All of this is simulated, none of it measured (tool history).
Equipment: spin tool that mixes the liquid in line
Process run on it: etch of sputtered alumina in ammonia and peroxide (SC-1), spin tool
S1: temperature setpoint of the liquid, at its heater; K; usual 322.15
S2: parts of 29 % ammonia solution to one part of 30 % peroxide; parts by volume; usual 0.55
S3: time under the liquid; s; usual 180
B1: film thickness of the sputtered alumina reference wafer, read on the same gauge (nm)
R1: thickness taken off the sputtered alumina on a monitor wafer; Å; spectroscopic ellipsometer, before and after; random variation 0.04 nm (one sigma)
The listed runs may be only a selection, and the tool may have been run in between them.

run    day      S1    S2   S3      B1     R1
  1  0.000  320.15  0.75  180  129.99   53.5
  2  0.608  320.15  0.75  180  129.99   52.6
  3  1.542  322.15  0.55  180  130.00   57.1
  4  2.246  325.15  0.55  180  130.01   67.2
  5  2.792  322.15  0.55  180  129.99   56.7
     2.854  -- thermometer replaced
  6  3.367  322.15  0.55  180  130.04   61.7
     3.404  -- gauge calibrated
     3.729  -- ammonia flow meter replaced
  7  3.800  326.65  0.55  180  130.00   78.6
  8  4.233  315.15  0.45  240  130.00   53.7
     4.362  -- new drum of ammonia solution connected
  9  4.533  318.65  0.55  180  130.00   49.8
     4.783  -- heated supply line repaired
 10  5.200  332.15  0.65  210  129.99  152.1
 11  5.929  322.15  0.75  140  129.98   58.6
 12  6.196  322.15  0.75  140  129.98   59.0
 13  6.467  316.15  0.70  250  130.00   73.8
 14  6.825  322.15  0.55  180  130.02   73.0

What will run 15 give?
 15  7.429  328.65  0.55  180   ?   ?

B1: 130.01
R1: 103.3 Å
On a tool with no hidden condition, and with the same random variation, this run would have come out at R1 107.8 Å.
